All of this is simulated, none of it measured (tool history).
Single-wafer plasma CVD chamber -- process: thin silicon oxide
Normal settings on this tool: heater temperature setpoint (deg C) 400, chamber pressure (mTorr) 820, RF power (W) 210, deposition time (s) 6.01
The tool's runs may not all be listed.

run,day,heater temperature setpoint (deg C),chamber pressure (mTorr),RF power (W),deposition time (s),wafers since the last listed run,hours since the last thermocouple change,hours since the last RF generator calibration,hours since the last manometer calibration,hours since the showerhead was replaced,hours since the gauge calibration,"read-back reference wafer on the same gauge, thickness_nm",mean film thickness on the monitor wafer (Å)
1,0.000,410,820,210,6.76,0,1146.1,673.1,1942.0,2460.7,65.8,11.388,114.36
2,0.971,400,820,210,6.01,954,1169.4,696.4,1965.3,2484.0,89.1,11.388,100.70
3,2.204,400,820,190,5.10,1212,1199.0,726.0,1994.9,2513.6,118.7,11.386,82.22
4,3.496,400,820,190,5.10,1269,1230.0,757.0,2025.9,2544.6,149.7,11.405,82.66
5,4.721,400,820,210,6.01,1204,1259.4,786.4,2055.3,2574.0,179.1,11.417,101.20
6,5.800,400,820,210,6.01,1060,1285.3,812.3,2081.2,2599.9,205.0,11.407,100.02
7,7.067,400,820,210,6.01,1245,1315.7,842.7,2111.6,2630.3,235.4,11.414,100.77
8,8.429,400,820,210,6.01,1339,1348.4,875.4,2144.3,2663.0,268.1,11.405,101.24
9,9.204,400,820,210,6.01,761,1367.0,894.0,2162.9,2681.6,286.7,11.407,100.82
# day 10.342: RF generator calibrated
10,10.362,408,820,210,6.01,810,1394.8,0.5,2190.7,2709.4,314.5,11.424,103.78
11,10.892,408,820,210,6.01,520,1407.5,13.2,2203.4,2722.1,327.2,11.412,102.81
12,12.329,408,820,210,6.01,1413,1442.0,47.7,2237.9,2756.6,361.7,11.390,103.51
13,13.125,400,820,210,6.01,782,1461.1,66.8,2257.0,2775.7,380.8,11.392,103.32
14,14.242,392,749,235,5.04,1097,1487.9,93.6,2283.8,2802.5,407.6,11.397,85.61
15,14.942,400,820,210,6.01,688,1504.7,110.4,2300.6,2819.3,424.4,11.414,104.17
16,16.171,400,820,210,6.01,1208,1534.2,139.9,2330.1,2848.8,453.9,11.389,102.86
# day 17.133: thermocouple changed; heater temperature recalibrated
17,17.346,410,820,210,6.76,827,5.1,168.1,2358.3,2877.0,482.1,11.402,116.07
18,18.496,400,820,210,6.01,1130,32.7,195.7,2385.9,2904.6,509.7,11.371,103.03
# day 18.917: gauge calibrated
19,19.262,387,820,235,6.01,753,51.1,214.1,2404.3,2923.0,8.3,11.407,108.18
# day 20.450: capacitance manometer re-zeroed and calibrated
20,20.675,400,880,210,6.01,1060,85.0,248.0,5.4,2956.9,42.2,11.406,106.89
21,21.988,400,820,210,6.01,1290,116.5,279.5,36.9,2988.4,73.7,11.392,102.99
22,22.696,396,957,195,5.36,696,133.5,296.5,53.9,3005.4,90.7,11.409,97.52
# day 23.038: showerhead replaced
23,23.504,400,820,210,6.01,466,152.9,315.9,73.3,11.2,110.1,11.401,102.99
24,24.867,407,964,195,6.51,1339,185.6,348.6,106.0,43.9,142.8,11.420,117.37
25,25.525,404,820,170,6.91,647,201.4,364.4,121.8,59.7,158.6,11.387,109.17
26,26.412,411,715,245,5.18,872,222.7,385.7,143.1,81.0,179.9,11.405,85.65
27,27.875,386,820,210,5.08,1437,257.8,420.8,178.2,116.1,215.0,11.413,86.79
28,29.017,400,820,180,4.82,1122,285.2,448.2,205.6,143.5,242.4,11.413,77.79

Each row is a separate what-if for the run after 28, all from the same tool condition, not one after another. Results?
A,29.033,400,820,210,6.81,16,285.6,448.6,206.0,143.9,242.8,?,?
B,29.033,400,820,235,6.01,16,285.6,448.6,206.0,143.9,242.8,?,?
C,29.033,385,663,210,6.01,16,285.6,448.6,206.0,143.9,242.8,?,?
D,29.033,390,927,220,6.86,16,285.6,448.6,206.0,143.9,242.8,?,?
E,29.033,400,890,185,6.94,16,285.6,448.6,206.0,143.9,242.8,?,?

run,"read-back reference wafer on the same gauge, thickness_nm",mean film thickness on the monitor wafer (Å)
A,11.409,116.67
B,11.409,107.14
C,11.409,91.71
D,11.409,128.63
E,11.409,118.88
The same runs, with their run-to-run variation unchanged, on a tool lacking any hidden condition would have given:
run,mean film thickness on the monitor wafer (Å)
A,118.32
B,108.55
C,93.01
D,130.32
E,120.56

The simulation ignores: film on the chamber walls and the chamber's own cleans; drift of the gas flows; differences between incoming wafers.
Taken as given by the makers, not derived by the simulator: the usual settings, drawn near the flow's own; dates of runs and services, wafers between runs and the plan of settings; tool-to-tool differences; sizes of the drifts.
